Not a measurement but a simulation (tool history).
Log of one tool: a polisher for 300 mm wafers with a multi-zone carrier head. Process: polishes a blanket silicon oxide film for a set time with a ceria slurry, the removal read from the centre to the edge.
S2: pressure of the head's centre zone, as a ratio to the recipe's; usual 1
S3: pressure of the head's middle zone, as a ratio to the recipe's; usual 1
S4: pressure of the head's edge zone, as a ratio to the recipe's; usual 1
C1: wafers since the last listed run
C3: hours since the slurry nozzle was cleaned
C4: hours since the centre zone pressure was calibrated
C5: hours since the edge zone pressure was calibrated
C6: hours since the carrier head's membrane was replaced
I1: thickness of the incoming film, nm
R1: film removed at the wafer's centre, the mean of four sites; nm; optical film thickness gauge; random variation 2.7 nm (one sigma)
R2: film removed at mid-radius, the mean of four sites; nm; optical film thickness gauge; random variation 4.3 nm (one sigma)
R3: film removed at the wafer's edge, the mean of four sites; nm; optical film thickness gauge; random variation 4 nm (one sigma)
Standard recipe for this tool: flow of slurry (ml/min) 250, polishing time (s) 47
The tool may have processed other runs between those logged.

run 1 day=0 | flow_of_slurry_(ml/min)=170 S2=0.92 S3=1.09 S4=1 polishing_time_(s)=63 | C1=0 wafers_polished_on_this_pad=4021 C3=524.4 C4=444.6 C5=34.8 C6=471.3 | I1=1073.5 | R1=324.9 R2=370.2 R3=347.4
run 2 day=3.821 | flow_of_slurry_(ml/min)=315 S2=1 S3=1.11 S4=1.07 polishing_time_(s)=54 | C1=1183 wafers_polished_on_this_pad=5205 C3=616.1 C4=536.3 C5=126.5 C6=563 | I1=1069.3 | R1=325.3 R2=348.1 R3=316.4
run 3 day=7.138 | flow_of_slurry_(ml/min)=250 S2=1 S3=1 S4=1 polishing_time_(s)=47 | C1=1027 wafers_polished_on_this_pad=6232 C3=695.7 C4=615.9 C5=206.1 C6=642.6 | I1=1090.1 | R1=274.1 R2=278.3 R3=269.8
-- day=9.221 slurry nozzle cleaned
-- day=11.271 centre zone pressure recalibrated
run 4 day=12.396 | flow_of_slurry_(ml/min)=250 S2=1.05 S3=1 S4=1.06 polishing_time_(s)=47 | C1=1590 wafers_polished_on_this_pad=7822 C3=76.2 C4=27 C5=332.3 C6=768.8 | I1=1060.7 | R1=270.5 R2=267.5 R3=272.7
run 5 day=15.371 | flow_of_slurry_(ml/min)=250 S2=1 S3=1 S4=1 polishing_time_(s)=47 | C1=921 wafers_polished_on_this_pad=8744 C3=147.6 C4=98.4 C5=403.7 C6=840.2 | I1=1069.7 | R1=266 R2=271.2 R3=258.6
-- day=15.646 worn pad replaced by a new one
run 6 day=19.562 | flow_of_slurry_(ml/min)=250 S2=0.95 S3=1 S4=1.07 polishing_time_(s)=47 | C1=1246 wafers_polished_on_this_pad=1213 C3=248.2 C4=199 C5=504.3 C6=940.8 | I1=1084.6 | R1=277.3 R2=294.5 R3=293.9
run 7 day=23.025 | flow_of_slurry_(ml/min)=195 S2=1 S3=0.88 S4=0.94 polishing_time_(s)=63 | C1=1072 wafers_polished_on_this_pad=2285 C3=331.3 C4=282.1 C5=587.4 C6=1023.9 | I1=1067.1 | R1=366.2 R2=335.4 R3=357.7
run 8 day=25.208 | flow_of_slurry_(ml/min)=250 S2=1 S3=0.88 S4=1 polishing_time_(s)=52 | C1=676 wafers_polished_on_this_pad=2962 C3=383.7 C4=334.5 C5=639.8 C6=1076.3 | I1=1087.2 | R1=315.5 R2=291.7 R3=301.4
-- day=26.388 edge zone pressure recalibrated
run 9 day=35.312 | flow_of_slurry_(ml/min)=250 S2=1 S3=0.89 S4=1 polishing_time_(s)=47 | C1=3103 wafers_polished_on_this_pad=6066 C3=626.2 C4=577 C5=214.2 C6=1318.8 | I1=1067.7 | R1=270.9 R2=254.5 R3=264.2
run 10 day=39.425 | flow_of_slurry_(ml/min)=175 S2=1 S3=1 S4=1.08 polishing_time_(s)=47 | C1=1273 wafers_polished_on_this_pad=7339 C3=724.9 C4=675.7 C5=312.9 C6=1417.5 | I1=1077.1 | R1=257.1 R2=259.1 R3=263.3
run 11 day=42.612 | flow_of_slurry_(ml/min)=250 S2=0.92 S3=1 S4=0.9 polishing_time_(s)=40 | C1=987 wafers_polished_on_this_pad=8327 C3=801.4 C4=752.2 C5=389.4 C6=1494 | I1=1087.5 | R1=216 R2=227.6 R3=215.4
run 12 day=44.292 | flow_of_slurry_(ml/min)=250 S2=0.95 S3=1.06 S4=1 polishing_time_(s)=47 | C1=520 wafers_polished_on_this_pad=8847 C3=841.7 C4=792.5 C5=429.7 C6=1534.3 | I1=1060.2 | R1=261.9 R2=278.1 R3=263.8
-- day=44.508 centre zone pressure recalibrated
-- day=45.317 slurry nozzle cleaned
run 13 day=46.7 | flow_of_slurry_(ml/min)=185 S2=1.07 S3=1 S4=1 polishing_time_(s)=57 | C1=707 wafers_polished_on_this_pad=9554 C3=33.2 C4=52.6 C5=487.5 C6=1592.1 | I1=1059.4 | R1=329.2 R2=306.9 R3=307.8
run 14 day=48.238 | flow_of_slurry_(ml/min)=250 S2=1 S3=1 S4=1 polishing_time_(s)=47 | C1=476 wafers_polished_on_this_pad=10030 C3=70.1 C4=89.5 C5=524.4 C6=1629 | I1=1085 | R1=263.5 R2=271.1 R3=271.5
-- day=51.871 worn pad replaced by a new one
-- day=54.638 carrier head's membrane replaced by a new one
-- day=55.467 edge zone pressure recalibrated
run 15 day=60.483 | flow_of_slurry_(ml/min)=250 S2=1 S3=1 S4=1 polishing_time_(s)=47 | C1=3651 wafers_polished_on_this_pad=2577 C3=364 C4=383.4 C5=120.4 C6=140.3 | I1=1072.8 | R1=285.4 R2=279.3 R3=278.4
run 16 day=64.225 | flow_of_slurry_(ml/min)=250 S2=1 S3=0.9 S4=1 polishing_time_(s)=54 | C1=1158 wafers_polished_on_this_pad=3736 C3=453.8 C4=473.2 C5=210.2 C6=230.1 | I1=1074.1 | R1=324.7 R2=296.6 R3=318.1
run 17 day=66.175 | flow_of_slurry_(ml/min)=205 S2=1 S3=1 S4=1 polishing_time_(s)=38 | C1=604 wafers_polished_on_this_pad=4340 C3=500.6 C4=520 C5=257 C6=276.9 | I1=1057.6 | R1=217.9 R2=215.2 R3=214.9
run 18 day=69.158 | flow_of_slurry_(ml/min)=250 S2=1.06 S3=1 S4=1 polishing_time_(s)=47 | C1=924 wafers_polished_on_this_pad=5264 C3=572.2 C4=591.6 C5=328.6 C6=348.5 | I1=1082.5 | R1=293.6 R2=276.7 R3=267.5
run 19 day=72.629 | flow_of_slurry_(ml/min)=225 S2=1 S3=1.05 S4=1 polishing_time_(s)=47 | C1=1075 wafers_polished_on_this_pad=6339 C3=655.5 C4=674.9 C5=411.9 C6=431.8 | I1=1082.8 | R1=273.5 R2=273.3 R3=263.4
run 20 day=75.588 | flow_of_slurry_(ml/min)=290 S2=1 S3=0.9 S4=1.03 polishing_time_(s)=61 | C1=916 wafers_polished_on_this_pad=7256 C3=726.5 C4=745.9 C5=482.9 C6=502.8 | I1=1076.3 | R1=360.3 R2=340.2 R3=350.7
run 21 day=78.317 | flow_of_slurry_(ml/min)=250 S2=1 S3=1 S4=1 polishing_time_(s)=62 | C1=845 wafers_polished_on_this_pad=8101 C3=792 C4=811.4 C5=548.4 C6=568.3 | I1=1076.9 | R1=357.5 R2=354.7 R3=342.6

For some of the steps in R1 from one run to the next: how much would appear even if the tool had no hidden state, given the settings, what came in and random variation, and how much remains for the hidden state plus any gauge scatter that the measured result and the result without hidden state don't share?
Unlogged tool condition in this case: removal rate lost through wear of the pad, %; slurry flow missing at the pad, %; deviation of the centre zone's pressure from its setpoint, %; deviation of the edge zone's pressure from its setpoint, %.
Run 5 -> 6: S2 1 -> 0.95, S4 1 -> 1.07, worn pad replaced by a new one. R1 +11.3 nm: hidden state +24.3, all else -13.
Run 6 -> 7: flow of slurry (ml/min) 250 -> 195, S2 0.95 -> 1, S3 1 -> 0.88, S4 1.07 -> 0.94, polishing time (s) 47 -> 63. R1 +88.9 nm: hidden state -9.3, all else +98.2.
Run 14 -> 15: worn pad replaced by a new one, carrier head's membrane replaced by a new one, edge zone pressure recalibrated. R1 +21.9 nm: hidden state +19.5, all else +2.4.
Run 16 -> 17: flow of slurry (ml/min) 250 -> 205, S3 0.9 -> 1, polishing time (s) 54 -> 38. R1 -106.8 nm: hidden state +4.6, all else -111.4.

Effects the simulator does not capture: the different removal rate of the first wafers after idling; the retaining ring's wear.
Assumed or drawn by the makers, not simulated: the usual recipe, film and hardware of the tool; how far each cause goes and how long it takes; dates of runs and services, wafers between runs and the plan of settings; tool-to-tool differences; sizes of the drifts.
